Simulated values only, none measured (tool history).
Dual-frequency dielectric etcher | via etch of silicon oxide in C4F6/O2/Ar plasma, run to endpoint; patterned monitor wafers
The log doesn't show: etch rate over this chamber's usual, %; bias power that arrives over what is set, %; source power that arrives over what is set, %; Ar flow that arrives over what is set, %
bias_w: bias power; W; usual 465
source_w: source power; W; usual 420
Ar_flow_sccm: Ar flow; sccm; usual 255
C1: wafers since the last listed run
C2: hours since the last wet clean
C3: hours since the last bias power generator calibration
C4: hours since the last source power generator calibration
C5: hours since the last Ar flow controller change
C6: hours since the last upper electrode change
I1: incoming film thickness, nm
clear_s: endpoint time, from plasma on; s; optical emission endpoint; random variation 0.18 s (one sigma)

{"run": 1, "hour": 0.0, "bias_w": 501, "source_w": 420, "Ar_flow_sccm": 255, "C1": 0, "C2": 367.3, "C3": 2863.6, "C4": 2919.6, "C5": 1263.1, "C6": 4148.7, "I1": 122.7, "clear_s": 26}
{"run": 2, "hour": 34.1, "bias_w": 501, "source_w": 420, "Ar_flow_sccm": 255, "C1": 421, "C2": 401.4, "C3": 2897.7, "C4": 2953.7, "C5": 1297.2, "C6": 4182.8, "I1": 121.9, "clear_s": 26.1}
{"run": 3, "hour": 63.4, "bias_w": 465, "source_w": 380, "Ar_flow_sccm": 255, "C1": 362, "C2": 430.7, "C3": 2927, "C4": 2983, "C5": 1326.5, "C6": 4212.1, "I1": 123.1, "clear_s": 28.9}
{"run": 4, "hour": 79.7, "bias_w": 465, "source_w": 380, "Ar_flow_sccm": 255, "C1": 201, "C2": 447, "C3": 2943.3, "C4": 2999.3, "C5": 1342.8, "C6": 4228.4, "I1": 122.6, "clear_s": 28.6}
{"run": 5, "hour": 99.3, "bias_w": 465, "source_w": 420, "Ar_flow_sccm": 255, "C1": 242, "C2": 466.6, "C3": 2962.9, "C4": 3018.9, "C5": 1362.4, "C6": 4248, "I1": 121.1, "clear_s": 26.5}
{"run": 6, "hour": 128.3, "bias_w": 565, "source_w": 420, "Ar_flow_sccm": 255, "C1": 358, "C2": 495.6, "C3": 2991.9, "C4": 3047.9, "C5": 1391.4, "C6": 4277, "I1": 123.3, "clear_s": 25.2}
{"hour": 230.2, "done": "upper electrode replaced"}
{"run": 7, "hour": 232.3, "bias_w": 385, "source_w": 500, "Ar_flow_sccm": 298, "C1": 988, "C2": 599.6, "C3": 3095.9, "C4": 3151.9, "C5": 1495.4, "C6": 2.1, "I1": 122.9, "clear_s": 27.3}
{"run": 8, "hour": 247.0, "bias_w": 426, "source_w": 420, "Ar_flow_sccm": 255, "C1": 181, "C2": 614.3, "C3": 3110.6, "C4": 3166.6, "C5": 1510.1, "C6": 16.8, "I1": 123.4, "clear_s": 28.6}
{"hour": 272.2, "done": "wet clean of the chamber"}
{"hour": 295.7, "done": "bias power generator calibrated"}
{"run": 9, "hour": 307.3, "bias_w": 465, "source_w": 420, "Ar_flow_sccm": 309, "C1": 399, "C2": 35.1, "C3": 11.6, "C4": 3226.9, "C5": 1570.4, "C6": 77.1, "I1": 122.9, "clear_s": 26.6}
{"run": 10, "hour": 321.0, "bias_w": 571, "source_w": 330, "Ar_flow_sccm": 234, "C1": 169, "C2": 48.8, "C3": 25.3, "C4": 3240.6, "C5": 1584.1, "C6": 90.8, "I1": 121.8, "clear_s": 27.2}
{"hour": 345.5, "done": "Ar flow controller replaced"}
{"hour": 347.7, "done": "source power generator calibrated"}
{"run": 11, "hour": 354.0, "bias_w": 465, "source_w": 420, "Ar_flow_sccm": 235, "C1": 305, "C2": 81.8, "C3": 58.3, "C4": 6.3, "C5": 8.5, "C6": 123.8, "I1": 121.3, "clear_s": 25.3}
{"run": 12, "hour": 374.7, "bias_w": 432, "source_w": 450, "Ar_flow_sccm": 281, "C1": 255, "C2": 102.5, "C3": 79, "C4": 27, "C5": 29.2, "C6": 144.5, "I1": 124.6, "clear_s": 26.7}
{"run": 13, "hour": 396.0, "bias_w": 568, "source_w": 420, "Ar_flow_sccm": 205, "C1": 263, "C2": 123.8, "C3": 100.3, "C4": 48.3, "C5": 50.5, "C6": 165.8, "I1": 121.9, "clear_s": 23.1}
{"run": 14, "hour": 419.9, "bias_w": 465, "source_w": 420, "Ar_flow_sccm": 234, "C1": 295, "C2": 147.7, "C3": 124.2, "C4": 72.2, "C5": 74.4, "C6": 189.7, "I1": 121.8, "clear_s": 25.5}
{"run": 15, "hour": 433.6, "bias_w": 465, "source_w": 470, "Ar_flow_sccm": 307, "C1": 169, "C2": 161.4, "C3": 137.9, "C4": 85.9, "C5": 88.1, "C6": 203.4, "I1": 122.5, "clear_s": 25}
{"run": 16, "hour": 466.3, "bias_w": 465, "source_w": 330, "Ar_flow_sccm": 255, "C1": 404, "C2": 194.1, "C3": 170.6, "C4": 118.6, "C5": 120.8, "C6": 236.1, "I1": 122.4, "clear_s": 30.4}
{"run": 17, "hour": 561.8, "bias_w": 359, "source_w": 490, "Ar_flow_sccm": 255, "C1": 1180, "C2": 289.6, "C3": 266.1, "C4": 214.1, "C5": 216.3, "C6": 331.6, "I1": 121.4, "clear_s": 26.5}
{"run": 18, "hour": 582.2, "bias_w": 465, "source_w": 360, "Ar_flow_sccm": 255, "C1": 252, "C2": 310, "C3": 286.5, "C4": 234.5, "C5": 236.7, "C6": 352, "I1": 122.7, "clear_s": 29.3}
{"run": 19, "hour": 608.3, "bias_w": 465, "source_w": 420, "Ar_flow_sccm": 235, "C1": 322, "C2": 336.1, "C3": 312.6, "C4": 260.6, "C5": 262.8, "C6": 378.1, "I1": 122.4, "clear_s": 25.8}
{"run": 20, "hour": 625.2, "bias_w": 465, "source_w": 420, "Ar_flow_sccm": 255, "C1": 208, "C2": 353, "C3": 329.5, "C4": 277.5, "C5": 279.7, "C6": 395, "I1": 122.4, "clear_s": 26.8}
{"run": 21, "hour": 642.0, "bias_w": 465, "source_w": 420, "Ar_flow_sccm": 255, "C1": 207, "C2": 369.8, "C3": 346.3, "C4": 294.3, "C5": 296.5, "C6": 411.8, "I1": 123.2, "clear_s": 26.6}
{"run": 22, "hour": 664.7, "bias_w": 537, "source_w": 420, "Ar_flow_sccm": 298, "C1": 280, "C2": 392.5, "C3": 369, "C4": 317, "C5": 319.2, "C6": 434.5, "I1": 121, "clear_s": 25.3}
{"run": 23, "hour": 684.3, "bias_w": 510, "source_w": 460, "Ar_flow_sccm": 255, "C1": 242, "C2": 412.1, "C3": 388.6, "C4": 336.6, "C5": 338.8, "C6": 454.1, "I1": 123.8, "clear_s": 24.8}
{"run": 24, "hour": 703.8, "bias_w": 465, "source_w": 420, "Ar_flow_sccm": 255, "C1": 240, "C2": 431.6, "C3": 408.1, "C4": 356.1, "C5": 358.3, "C6": 473.6, "I1": 122.3, "clear_s": 26.8}
{"run": 25, "hour": 734.0, "bias_w": 406, "source_w": 360, "Ar_flow_sccm": 198, "C1": 373, "C2": 461.8, "C3": 438.3, "C4": 386.3, "C5": 388.5, "C6": 503.8, "I1": 122.4, "clear_s": 29.5}
{"run": 26, "hour": 751.0, "bias_w": 465, "source_w": 420, "Ar_flow_sccm": 233, "C1": 210, "C2": 478.8, "C3": 455.3, "C4": 403.3, "C5": 405.5, "C6": 520.8, "I1": 122.9, "clear_s": 26.8}
{"run": 27, "hour": 785.4, "bias_w": 357, "source_w": 360, "Ar_flow_sccm": 205, "C1": 425, "C2": 513.2, "C3": 489.7, "C4": 437.7, "C5": 439.9, "C6": 555.2, "I1": 122.9, "clear_s": 31.7}
{"run": 28, "hour": 800.2, "bias_w": 371, "source_w": 420, "Ar_flow_sccm": 255, "C1": 182, "C2": 528, "C3": 504.5, "C4": 452.5, "C5": 454.7, "C6": 570, "I1": 122, "clear_s": 29.2}

5 ways to go on from here, each from the tool as it stands after run 28. What would each give?
{"run": "A", "hour": 800.6, "bias_w": 465, "source_w": 420, "Ar_flow_sccm": 255, "C1": 4, "C2": 528.4, "C3": 504.9, "C4": 452.9, "C5": 455.1, "C6": 570.4, "I1": 123.4, "clear_s": "?"}
{"run": "B", "hour": 800.6, "bias_w": 465, "source_w": 420, "Ar_flow_sccm": 299, "C1": 4, "C2": 528.4, "C3": 504.9, "C4": 452.9, "C5": 455.1, "C6": 570.4, "I1": 123.4, "clear_s": "?"}
{"run": "C", "hour": 800.6, "bias_w": 372, "source_w": 420, "Ar_flow_sccm": 235, "C1": 4, "C2": 528.4, "C3": 504.9, "C4": 452.9, "C5": 455.1, "C6": 570.4, "I1": 123.4, "clear_s": "?"}
{"run": "D", "hour": 800.6, "bias_w": 546, "source_w": 380, "Ar_flow_sccm": 219, "C1": 4, "C2": 528.4, "C3": 504.9, "C4": 452.9, "C5": 455.1, "C6": 570.4, "I1": 123.4, "clear_s": "?"}
{"run": "E", "hour": 800.6, "bias_w": 465, "source_w": 470, "Ar_flow_sccm": 291, "C1": 4, "C2": 528.4, "C3": 504.9, "C4": 452.9, "C5": 455.1, "C6": 570.4, "I1": 123.4, "clear_s": "?"}

run=A clear_s=27.1
run=B clear_s=27.7
run=C clear_s=29.1
run=D clear_s=26.3
run=E clear_s=25.9
Without the tool's hidden state the same runs would have given:
run=A clear_s=25.8
run=B clear_s=26.5
run=C clear_s=27.8
run=D clear_s=25.1
run=E clear_s=24.7

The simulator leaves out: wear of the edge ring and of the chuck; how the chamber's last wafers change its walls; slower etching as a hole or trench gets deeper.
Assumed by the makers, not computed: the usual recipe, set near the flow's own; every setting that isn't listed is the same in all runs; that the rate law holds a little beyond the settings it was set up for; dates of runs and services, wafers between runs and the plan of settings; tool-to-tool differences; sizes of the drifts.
